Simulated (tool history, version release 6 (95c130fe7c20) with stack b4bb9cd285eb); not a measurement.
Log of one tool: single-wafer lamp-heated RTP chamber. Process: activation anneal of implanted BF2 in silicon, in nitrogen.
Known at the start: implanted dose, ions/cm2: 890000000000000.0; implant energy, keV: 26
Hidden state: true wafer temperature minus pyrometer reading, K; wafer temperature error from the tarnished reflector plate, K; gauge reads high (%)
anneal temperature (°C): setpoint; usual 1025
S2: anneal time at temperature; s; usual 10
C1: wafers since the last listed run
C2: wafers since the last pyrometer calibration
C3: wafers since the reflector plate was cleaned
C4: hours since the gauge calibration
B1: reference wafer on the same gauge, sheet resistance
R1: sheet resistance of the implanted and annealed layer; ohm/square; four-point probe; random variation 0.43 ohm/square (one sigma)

Run 1, hour 0.0: usual settings; C1 0; C2 2003; C3 1281; C4 856.0; B1 147.97. Result: R1 181.30 ohm/square.
Run 2, hour 188.7: usual settings; C1 2991; C2 4995; C3 4272; C4 1044.7; B1 148.02. Result: R1 180.34 ohm/square.
Run 3, hour 212.8: usual settings; C1 382; C2 5377; C3 4654; C4 1068.8; B1 147.98. Result: R1 179.81 ohm/square.
Run 4, hour 271.2: usual settings; C1 925; C2 6302; C3 5580; C4 1127.2; B1 148.04. Result: R1 178.99 ohm/square.
Run 5, hour 330.8: usual settings; C1 944; C2 7247; C3 6525; C4 1186.8; B1 147.97. Result: R1 177.91 ohm/square.
At hour 384.3: pyrometer window cleaned and pyrometer calibrated.
Run 6, hour 384.8: usual settings; C1 729; C2 7; C3 7254; C4 1240.8; B1 148.02. Result: R1 179.11 ohm/square.
Run 7, hour 426.7: usual settings; C1 664; C2 672; C3 7918; C4 1282.7; B1 148.02. Result: R1 179.71 ohm/square.
At hour 473.2: reflector plate cleaned.
Run 8, hour 473.7: usual settings; C1 618; C2 1290; C3 7; C4 1329.7; B1 147.98. Result: R1 181.49 ohm/square.
Run 9, hour 515.9: usual settings but S2 8 s; C1 668; C2 1959; C3 676; C4 1371.9; B1 147.95. Result: R1 184.30 ohm/square.
Run 10, hour 568.2: usual settings but S2 8 s; C1 829; C2 2788; C3 1505; C4 1424.2; B1 148.05. Result: R1 184.33 ohm/square.
Run 11, hour 595.6: usual settings but anneal temperature (°C) 1015; C1 434; C2 3222; C3 1940; C4 1451.6; B1 148.00. Result: R1 188.40 ohm/square.
Run 12, hour 656.9: usual settings but anneal temperature (°C) 1015; C1 971; C2 4194; C3 2911; C4 1512.9; B1 147.92. Result: R1 186.86 ohm/square.
Run 13, hour 723.1: usual settings but anneal temperature (°C) 1015; C1 1049; C2 5243; C3 3961; C4 1579.1; B1 148.03. Result: R1 186.45 ohm/square.
Run 14, hour 765.8: usual settings; C1 676; C2 5920; C3 4637; C4 1621.8; B1 148.01. Result: R1 179.38 ohm/square.
Run 15, hour 831.8: usual settings; C1 1046; C2 6966; C3 5684; C4 1687.8; B1 147.96. Result: R1 177.81 ohm/square.
At hour 885.5: pyrometer window cleaned and pyrometer calibrated.
Run 16, hour 901.6: usual settings but anneal temperature (°C) 1043; C1 979; C2 255; C3 6663; C4 1757.6; B1 147.99. Result: R1 169.78 ohm/square.
Run 17, hour 940.2: usual settings; C1 611; C2 867; C3 7275; C4 1796.2; B1 148.09. Result: R1 180.05 ohm/square.
Run 18, hour 971.4: usual settings but anneal temperature (°C) 1017; C1 494; C2 1362; C3 7770; C4 1827.4; B1 148.00. Result: R1 184.37 ohm/square.
Run 19, hour 1029.8: usual settings but anneal temperature (°C) 1033, S2 15 s; C1 925; C2 2287; C3 8695; C4 1885.8; B1 147.98. Result: R1 168.34 ohm/square.
At hour 1039.0: reflector plate cleaned.
Run 20, hour 1181.3: usual settings; C1 2274; C2 4562; C3 2255; C4 2037.3; B1 148.01. Result: R1 180.73 ohm/square.
Run 21, hour 1231.2: usual settings but anneal temperature (°C) 1005, S2 16 s; C1 790; C2 5353; C3 3046; C4 2087.2; B1 147.93. Result: R1 186.86 ohm/square.
At hour 1260.9: gauge calibrated.
Run 22, hour 1293.9: usual settings; C1 993; C2 6347; C3 4040; C4 33.0; B1 147.99. Result: R1 179.44 ohm/square.
Run 23, hour 1322.1: usual settings but anneal temperature (°C) 1053, S2 6 s; C1 446; C2 6794; C3 4487; C4 61.2; B1 148.02. Result: R1 170.18 ohm/square.
Run 24, hour 1364.2: usual settings but anneal temperature (°C) 1037; C1 667; C2 7461; C3 5154; C4 103.3; B1 148.07. Result: R1 171.38 ohm/square.
At hour 1378.4: pyrometer window cleaned and pyrometer calibrated.
Run 25, hour 1389.1: usual settings; C1 267; C2 170; C3 5422; C4 128.2; B1 147.96. Result: R1 180.54 ohm/square.
Run 26, hour 1451.0: usual settings but anneal temperature (°C) 1004, S2 5 s; C1 981; C2 1151; C3 6403; C4 190.1; B1 148.10. Result: R1 205.40 ohm/square.
Run 27, hour 1521.3: usual settings; C1 1114; C2 2265; C3 7517; C4 260.4; B1 148.04. Result: R1 178.81 ohm/square.
At hour 1563.6: reflector plate cleaned.
Run 28, hour 1577.5: usual settings but anneal temperature (°C) 1006, S2 6 s; C1 764; C2 3029; C3 219; C4 316.6; B1 147.99. Result: R1 202.23 ohm/square.
Run 29, hour 1624.0: usual settings but anneal temperature (°C) 1047; C1 737; C2 3766; C3 956; C4 363.1; B1 148.02. Result: R1 169.37 ohm/square.
Run 30, hour 1791.7: usual settings but anneal temperature (°C) 1001, S2 6 s; C1 2658; C2 6424; C3 3614; C4 530.8; B1 148.02. Result: R1 203.57 ohm/square.
Run 31, hour 1863.6: usual settings; C1 1139; C2 7564; C3 4754; C4 602.7; B1 148.03. Result: R1 178.02 ohm/square.
Run 32, hour 1906.5: usual settings but anneal temperature (°C) 1001, S2 15 s; C1 680; C2 8244; C3 5434; C4 645.6; B1 147.92. Result: R1 187.14 ohm/square.
Run 33, hour 1937.6: usual settings but anneal temperature (°C) 1051, S2 12 s; C1 492; C2 8737; C3 5927; C4 676.7; B1 147.99. Result: R1 161.92 ohm/square.
At hour 1970.5: pyrometer window cleaned and pyrometer calibrated.
Run 34, hour 1971.0: usual settings but anneal temperature (°C) 1041, S2 13 s; C1 402; C2 7; C3 6330; C4 710.1; B1 148.04. Result: R1 166.95 ohm/square.
At hour 2130.1: reflector plate cleaned.
Run 35, hour 2173.7: usual settings but anneal temperature (°C) 999, S2 6 s; C1 3086; C2 3093; C3 691; C4 912.8; B1 148.02. Result: R1 208.10 ohm/square.
Run 36, hour 2227.5: usual settings but anneal temperature (°C) 1009, S2 13 s; C1 852; C2 3946; C3 1544; C4 966.6; B1 148.00. Result: R1 187.15 ohm/square.
Run 37, hour 2274.1: usual settings but anneal temperature (°C) 1040, S2 5 s; C1 738; C2 4685; C3 2283; C4 1013.2; B1 147.97. Result: R1 179.22 ohm/square.

Forecast each of these 3 alternatives for the next run:
Run A, hour 2274.5: usual settings but S2 4 s; C1 6; C2 4691; C3 2289; C4 1013.6; B1 ?. Result: R1 ?.
Run B, hour 2274.5: usual settings but anneal temperature (°C) 1014, S2 16 s; C1 6; C2 4691; C3 2289; C4 1013.6; B1 ?. Result: R1 ?.
Run C, hour 2274.5: usual settings but anneal temperature (°C) 1035, S2 8 s; C1 6; C2 4691; C3 2289; C4 1013.6; B1 ?. Result: R1 ?.

run      B1      R1
  A  148.06  191.35
  B  148.06  179.81
  C  148.06  176.49
Without the tool's hidden state the same runs would have given:
run      R1
  A  193.97
  B  182.59
  C  178.68
